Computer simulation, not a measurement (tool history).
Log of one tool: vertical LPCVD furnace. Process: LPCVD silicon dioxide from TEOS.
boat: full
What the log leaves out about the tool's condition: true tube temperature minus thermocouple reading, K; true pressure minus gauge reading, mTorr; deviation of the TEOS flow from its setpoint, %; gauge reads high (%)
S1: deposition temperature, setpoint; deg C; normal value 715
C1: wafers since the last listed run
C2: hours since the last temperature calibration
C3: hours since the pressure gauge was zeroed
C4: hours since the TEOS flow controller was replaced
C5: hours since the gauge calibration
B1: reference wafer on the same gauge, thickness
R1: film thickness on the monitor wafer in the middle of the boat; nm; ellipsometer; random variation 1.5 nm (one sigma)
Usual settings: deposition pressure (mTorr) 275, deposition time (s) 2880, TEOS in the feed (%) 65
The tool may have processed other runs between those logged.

{"run": 1, "day": 0.0, "S1": 715, "deposition pressure (mTorr)": 275, "deposition time (s)": 2880, "TEOS in the feed (%)": 65, "C1": 0, "C2": 3565.2, "C3": 1198.3, "C4": 4658.7, "C5": 873.9, "B1": 445.88, "R1": 457.28}
{"day": 3.079, "done": "TEOS flow controller replaced"}
{"run": 2, "day": 3.1, "S1": 715, "deposition pressure (mTorr)": 275, "deposition time (s)": 2880, "TEOS in the feed (%)": 65, "C1": 1073, "C2": 3639.6, "C3": 1272.7, "C4": 0.5, "C5": 948.3, "B1": 445.57, "R1": 460.19}
{"run": 3, "day": 3.812, "S1": 715, "deposition pressure (mTorr)": 275, "deposition time (s)": 2880, "TEOS in the feed (%)": 65, "C1": 364, "C2": 3656.7, "C3": 1289.8, "C4": 17.6, "C5": 965.4, "B1": 446.39, "R1": 460.37}
{"run": 4, "day": 5.362, "S1": 715, "deposition pressure (mTorr)": 275, "deposition time (s)": 3420, "TEOS in the feed (%)": 65, "C1": 792, "C2": 3693.9, "C3": 1327, "C4": 54.8, "C5": 1002.6, "B1": 446.17, "R1": 546.2}
{"run": 5, "day": 6.462, "S1": 715, "deposition pressure (mTorr)": 275, "deposition time (s)": 2880, "TEOS in the feed (%)": 58, "C1": 562, "C2": 3720.3, "C3": 1353.4, "C4": 81.2, "C5": 1029, "B1": 446.03, "R1": 434.24}
{"run": 6, "day": 7.933, "S1": 715, "deposition pressure (mTorr)": 275, "deposition time (s)": 2880, "TEOS in the feed (%)": 65, "C1": 751, "C2": 3755.6, "C3": 1388.7, "C4": 116.5, "C5": 1064.3, "B1": 446.2, "R1": 461.96}
{"run": 7, "day": 9.738, "S1": 715, "deposition pressure (mTorr)": 275, "deposition time (s)": 2880, "TEOS in the feed (%)": 65, "C1": 922, "C2": 3798.9, "C3": 1432, "C4": 159.8, "C5": 1107.6, "B1": 446.4, "R1": 461.68}
{"day": 10.292, "done": "gauge calibrated"}
{"run": 8, "day": 12.521, "S1": 715, "deposition pressure (mTorr)": 275, "deposition time (s)": 2880, "TEOS in the feed (%)": 65, "C1": 1422, "C2": 3865.7, "C3": 1498.8, "C4": 226.6, "C5": 53.5, "B1": 446.07, "R1": 461.23}
{"run": 9, "day": 13.996, "S1": 715, "deposition pressure (mTorr)": 275, "deposition time (s)": 2880, "TEOS in the feed (%)": 65, "C1": 753, "C2": 3901.1, "C3": 1534.2, "C4": 262, "C5": 88.9, "B1": 445.76, "R1": 463.03}
{"run": 10, "day": 16.604, "S1": 721, "deposition pressure (mTorr)": 275, "deposition time (s)": 2880, "TEOS in the feed (%)": 65, "C1": 1333, "C2": 3963.7, "C3": 1596.8, "C4": 324.6, "C5": 151.5, "B1": 445.57, "R1": 527.13}
{"run": 11, "day": 17.85, "S1": 715, "deposition pressure (mTorr)": 275, "deposition time (s)": 2880, "TEOS in the feed (%)": 65, "C1": 636, "C2": 3993.6, "C3": 1626.7, "C4": 354.5, "C5": 181.4, "B1": 445.54, "R1": 461.78}
{"run": 12, "day": 18.996, "S1": 705, "deposition pressure (mTorr)": 275, "deposition time (s)": 3870, "TEOS in the feed (%)": 59, "C1": 585, "C2": 4021.1, "C3": 1654.2, "C4": 382, "C5": 208.9, "B1": 446.1, "R1": 469.66}
{"day": 21.442, "done": "thermocouples replaced and temperature profile calibrated"}
{"run": 13, "day": 21.538, "S1": 715, "deposition pressure (mTorr)": 325, "deposition time (s)": 3450, "TEOS in the feed (%)": 62, "C1": 787, "C2": 2.3, "C3": 1715.2, "C4": 443, "C5": 269.9, "B1": 445.62, "R1": 614.22}
{"run": 14, "day": 23.362, "S1": 719, "deposition pressure (mTorr)": 275, "deposition time (s)": 3870, "TEOS in the feed (%)": 53, "C1": 932, "C2": 46.1, "C3": 1759, "C4": 486.8, "C5": 313.7, "B1": 445.77, "R1": 635.27}
{"day": 25.85, "done": "pressure gauge zeroed"}
{"run": 15, "day": 25.871, "S1": 727, "deposition pressure (mTorr)": 275, "deposition time (s)": 2580, "TEOS in the feed (%)": 65, "C1": 770, "C2": 106.3, "C3": 0.5, "C4": 547, "C5": 373.9, "B1": 446.07, "R1": 561.19}
{"run": 16, "day": 27.567, "S1": 715, "deposition pressure (mTorr)": 275, "deposition time (s)": 2880, "TEOS in the feed (%)": 65, "C1": 866, "C2": 147, "C3": 41.2, "C4": 587.7, "C5": 414.6, "B1": 445.65, "R1": 481.82}
{"run": 17, "day": 29.817, "S1": 715, "deposition pressure (mTorr)": 275, "deposition time (s)": 2880, "TEOS in the feed (%)": 65, "C1": 1149, "C2": 201, "C3": 95.2, "C4": 641.7, "C5": 468.6, "B1": 446.08, "R1": 481.19}
{"run": 18, "day": 31.754, "S1": 715, "deposition pressure (mTorr)": 330, "deposition time (s)": 2880, "TEOS in the feed (%)": 65, "C1": 990, "C2": 247.5, "C3": 141.7, "C4": 688.2, "C5": 515.1, "B1": 445.92, "R1": 529.22}
{"run": 19, "day": 34.45, "S1": 715, "deposition pressure (mTorr)": 275, "deposition time (s)": 2880, "TEOS in the feed (%)": 55, "C1": 1377, "C2": 312.2, "C3": 206.4, "C4": 752.9, "C5": 579.8, "B1": 446.01, "R1": 444.46}
{"run": 20, "day": 36.008, "S1": 715, "deposition pressure (mTorr)": 275, "deposition time (s)": 3960, "TEOS in the feed (%)": 65, "C1": 796, "C2": 349.6, "C3": 243.8, "C4": 790.3, "C5": 617.2, "B1": 445.92, "R1": 663.38}
{"day": 37.304, "done": "thermocouples replaced and temperature profile calibrated, repeated, since the last time left the tool worse"}
{"run": 21, "day": 38.204, "S1": 715, "deposition pressure (mTorr)": 330, "deposition time (s)": 2880, "TEOS in the feed (%)": 65, "C1": 611, "C2": 21.6, "C3": 296.5, "C4": 843, "C5": 669.9, "B1": 446.11, "R1": 472.01}
{"run": 22, "day": 40.3, "S1": 715, "deposition pressure (mTorr)": 275, "deposition time (s)": 2880, "TEOS in the feed (%)": 65, "C1": 1071, "C2": 71.9, "C3": 346.8, "C4": 893.3, "C5": 720.2, "B1": 446.22, "R1": 431.3}
{"run": 23, "day": 42.925, "S1": 715, "deposition pressure (mTorr)": 275, "deposition time (s)": 2880, "TEOS in the feed (%)": 65, "C1": 1341, "C2": 134.9, "C3": 409.8, "C4": 956.3, "C5": 783.2, "B1": 446.41, "R1": 436.68}
{"run": 24, "day": 45.125, "S1": 715, "deposition pressure (mTorr)": 275, "deposition time (s)": 2880, "TEOS in the feed (%)": 72, "C1": 1124, "C2": 187.7, "C3": 462.6, "C4": 1009.1, "C5": 836, "B1": 446.11, "R1": 455.8}
{"run": 25, "day": 51.9, "S1": 706, "deposition pressure (mTorr)": 275, "deposition time (s)": 2040, "TEOS in the feed (%)": 58, "C1": 3462, "C2": 350.3, "C3": 625.2, "C4": 1171.7, "C5": 998.6, "B1": 446.02, "R1": 237.82}
{"run": 26, "day": 54.733, "S1": 715, "deposition pressure (mTorr)": 275, "deposition time (s)": 2220, "TEOS in the feed (%)": 65, "C1": 1448, "C2": 418.3, "C3": 693.2, "C4": 1239.7, "C5": 1066.6, "B1": 446.02, "R1": 335.9}
{"run": 27, "day": 56.692, "S1": 715, "deposition pressure (mTorr)": 275, "deposition time (s)": 3570, "TEOS in the feed (%)": 65, "C1": 1000, "C2": 465.3, "C3": 740.2, "C4": 1286.7, "C5": 1113.6, "B1": 446.3, "R1": 539.72}
{"run": 28, "day": 57.775, "S1": 725, "deposition pressure (mTorr)": 220, "deposition time (s)": 3240, "TEOS in the feed (%)": 72, "C1": 553, "C2": 491.3, "C3": 766.2, "C4": 1312.7, "C5": 1139.6, "B1": 446.04, "R1": 578.43}
{"run": 29, "day": 60.054, "S1": 725, "deposition pressure (mTorr)": 325, "deposition time (s)": 2040, "TEOS in the feed (%)": 54, "C1": 1164, "C2": 546, "C3": 820.9, "C4": 1367.4, "C5": 1194.3, "B1": 445.92, "R1": 384.53}
{"run": 30, "day": 61.521, "S1": 722, "deposition pressure (mTorr)": 275, "deposition time (s)": 3660, "TEOS in the feed (%)": 53, "C1": 749, "C2": 581.2, "C3": 856.1, "C4": 1402.6, "C5": 1229.5, "B1": 445.43, "R1": 581.61}

List, for all runs, the conditions of the tool that the log does not record:
true pressure minus gauge reading, mTorr: 0 at every run
deviation of the TEOS flow from its setpoint, %: 0 at every run
gauge reads high (%): 0 at every run
H1: true tube temperature minus thermocouple reading, K
run=1 H1=2.75
run=2 H1=2.8
run=3 H1=2.82
run=4 H1=2.84
run=5 H1=2.86
run=6 H1=2.89
run=7 H1=2.92
run=8 H1=2.98
run=9 H1=3
run=10 H1=3.05
run=11 H1=3.07
run=12 H1=3.09
run=13 H1=4.91
run=14 H1=4.95
run=15 H1=4.99
run=16 H1=5.02
run=17 H1=5.06
run=18 H1=5.1
run=19 H1=5.15
run=20 H1=5.18
run=21 H1=0.15
run=22 H1=0.188
run=23 H1=0.236
run=24 H1=0.277
run=25 H1=0.401
run=26 H1=0.453
run=27 H1=0.489
run=28 H1=0.509
run=29 H1=0.551
run=30 H1=0.578
